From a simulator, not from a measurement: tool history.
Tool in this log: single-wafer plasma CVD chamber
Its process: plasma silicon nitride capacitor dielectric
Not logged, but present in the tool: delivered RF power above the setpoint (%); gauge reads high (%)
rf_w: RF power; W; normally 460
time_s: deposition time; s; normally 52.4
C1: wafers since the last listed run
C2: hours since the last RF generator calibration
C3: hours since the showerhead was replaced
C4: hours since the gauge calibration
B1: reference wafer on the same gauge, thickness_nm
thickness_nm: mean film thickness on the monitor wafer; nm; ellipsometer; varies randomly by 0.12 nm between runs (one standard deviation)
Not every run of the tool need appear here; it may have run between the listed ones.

Run 1, hour 0.0: usual settings; C1 0; C2 1587.2; C3 3309.3; C4 293.5; B1 89.426. Result: thickness_nm 79.616 nm.
Run 2, hour 13.4: usual settings; C1 239; C2 1600.6; C3 3322.7; C4 306.9; B1 89.429. Result: thickness_nm 79.596 nm.
Run 3, hour 20.2: usual settings; C1 121; C2 1607.4; C3 3329.5; C4 313.7; B1 89.455. Result: thickness_nm 79.719 nm.
Run 4, hour 26.4: usual settings; C1 110; C2 1613.6; C3 3335.7; C4 319.9; B1 89.391. Result: thickness_nm 79.630 nm.
Run 5, hour 40.2: usual settings; C1 246; C2 1627.4; C3 3349.5; C4 333.7; B1 89.378. Result: thickness_nm 79.477 nm.
Run 6, hour 58.0: usual settings; C1 318; C2 1645.2; C3 3367.3; C4 351.5; B1 89.357. Result: thickness_nm 79.642 nm.
Run 7, hour 66.6: usual settings but time_s 46.6 s; C1 153; C2 1653.8; C3 3375.9; C4 360.1; B1 89.360. Result: thickness_nm 70.705 nm.
Run 8, hour 79.7: usual settings but rf_w 525 W, time_s 56.6 s; C1 234; C2 1666.9; C3 3389.0; C4 373.2; B1 89.424. Result: thickness_nm 88.585 nm.
Run 9, hour 101.1: usual settings but rf_w 525 W, time_s 56.6 s; C1 382; C2 1688.3; C3 3410.4; C4 394.6; B1 89.435. Result: thickness_nm 88.624 nm.
Run 10, hour 110.7: usual settings but rf_w 500 W, time_s 47.1 s; C1 171; C2 1697.9; C3 3420.0; C4 404.2; B1 89.355. Result: thickness_nm 72.991 nm.
Run 11, hour 159.0: usual settings; C1 863; C2 1746.2; C3 3468.3; C4 452.5; B1 89.338. Result: thickness_nm 79.373 nm.
At hour 171.4: RF generator calibrated.
Run 12, hour 174.2: usual settings but time_s 50.1 s; C1 128; C2 2.8; C3 3483.5; C4 467.7; B1 89.400. Result: thickness_nm 77.200 nm.
Run 13, hour 186.3: usual settings but time_s 50.1 s; C1 216; C2 14.9; C3 3495.6; C4 479.8; B1 89.383. Result: thickness_nm 77.252 nm.
At hour 201.7: showerhead replaced, of another model than before.
Run 14, hour 202.2: usual settings but time_s 50.1 s; C1 141; C2 30.8; C3 0.5; C4 495.7; B1 89.417. Result: thickness_nm 77.305 nm.
Run 15, hour 205.5: usual settings but time_s 49.5 s; C1 58; C2 34.1; C3 3.8; C4 499.0; B1 89.379. Result: thickness_nm 76.350 nm.
Run 16, hour 219.8: usual settings but rf_w 520 W; C1 255; C2 48.4; C3 18.1; C4 513.3; B1 89.439. Result: thickness_nm 82.294 nm.
Run 17, hour 232.6: usual settings but rf_w 520 W; C1 228; C2 61.2; C3 30.9; C4 526.1; B1 89.381. Result: thickness_nm 82.314 nm.
Run 18, hour 270.9: usual settings; C1 684; C2 99.5; C3 69.2; C4 564.4; B1 89.339. Result: thickness_nm 80.737 nm.
Run 19, hour 281.9: usual settings but rf_w 425 W, time_s 46.1 s; C1 196; C2 110.5; C3 80.2; C4 575.4; B1 89.400. Result: thickness_nm 70.524 nm.
Run 20, hour 296.8: usual settings but rf_w 405 W, time_s 46.8 s; C1 266; C2 125.4; C3 95.1; C4 590.3; B1 89.431. Result: thickness_nm 70.971 nm.
Run 21, hour 311.4: usual settings; C1 261; C2 140.0; C3 109.7; C4 604.9; B1 89.384. Result: thickness_nm 80.733 nm.
Run 22, hour 328.5: usual settings but rf_w 400 W, time_s 42.8 s; C1 305; C2 157.1; C3 126.8; C4 622.0; B1 89.394. Result: thickness_nm 64.788 nm.
Run 23, hour 336.9: usual settings but rf_w 515 W, time_s 44.4 s; C1 150; C2 165.5; C3 135.2; C4 630.4; B1 89.487. Result: thickness_nm 69.590 nm.
Run 24, hour 354.1: usual settings but rf_w 490 W, time_s 62.3 s; C1 307; C2 182.7; C3 152.4; C4 647.6; B1 89.383. Result: thickness_nm 96.962 nm.
At hour 363.5: gauge calibrated.
Run 25, hour 365.2: usual settings but time_s 57.6 s; C1 198; C2 193.8; C3 163.5; C4 1.7; B1 89.386. Result: thickness_nm 88.630 nm.
Run 26, hour 381.8: usual settings; C1 296; C2 210.4; C3 180.1; C4 18.3; B1 89.382. Result: thickness_nm 80.789 nm.
Run 27, hour 397.5: usual settings but time_s 45.9 s; C1 280; C2 226.1; C3 195.8; C4 34.0; B1 89.372. Result: thickness_nm 70.883 nm.
Run 28, hour 404.4: usual settings; C1 123; C2 233.0; C3 202.7; C4 40.9; B1 89.439. Result: thickness_nm 80.765 nm.
Run 29, hour 411.4: usual settings but rf_w 515 W, time_s 47.1 s; C1 125; C2 240.0; C3 209.7; C4 47.9; B1 89.392. Result: thickness_nm 73.727 nm.
Run 30, hour 426.4: usual settings; C1 268; C2 255.0; C3 224.7; C4 62.9; B1 89.374. Result: thickness_nm 80.849 nm.
Run 31, hour 470.3: usual settings but rf_w 380 W, time_s 46.5 s; C1 784; C2 298.9; C3 268.6; C4 106.8; B1 89.405. Result: thickness_nm 69.940 nm.
Run 32, hour 483.8: usual settings but time_s 47.4 s; C1 241; C2 312.4; C3 282.1; C4 120.3; B1 89.408. Result: thickness_nm 73.103 nm.
Run 33, hour 501.3: usual settings but rf_w 435 W, time_s 58.2 s; C1 312; C2 329.9; C3 299.6; C4 137.8; B1 89.440. Result: thickness_nm 88.870 nm.
Run 34, hour 509.0: usual settings but rf_w 520 W; C1 137; C2 337.6; C3 307.3; C4 145.5; B1 89.399. Result: thickness_nm 82.168 nm.

Branching from run 34: 3 alternative next runs. What would each branch give?
Run A, hour 509.4: usual settings; C1 7; C2 338.0; C3 307.7; C4 145.9; B1 ?. Result: thickness_nm ?.
Run B, hour 509.4: usual settings but rf_w 540 W, time_s 47.7 s; C1 7; C2 338.0; C3 307.7; C4 145.9; B1 ?. Result: thickness_nm ?.
Run C, hour 509.4: usual settings but rf_w 535 W, time_s 56.3 s; C1 7; C2 338.0; C3 307.7; C4 145.9; B1 ?. Result: thickness_nm ?.

run      B1  thickness_nm
  A  89.350        80.771
  B  89.350        75.153
  C  89.350        88.586
With no hidden state in the tool, these same runs would have given:
run  thickness_nm
  A        80.846
  B        75.223
  C        88.668
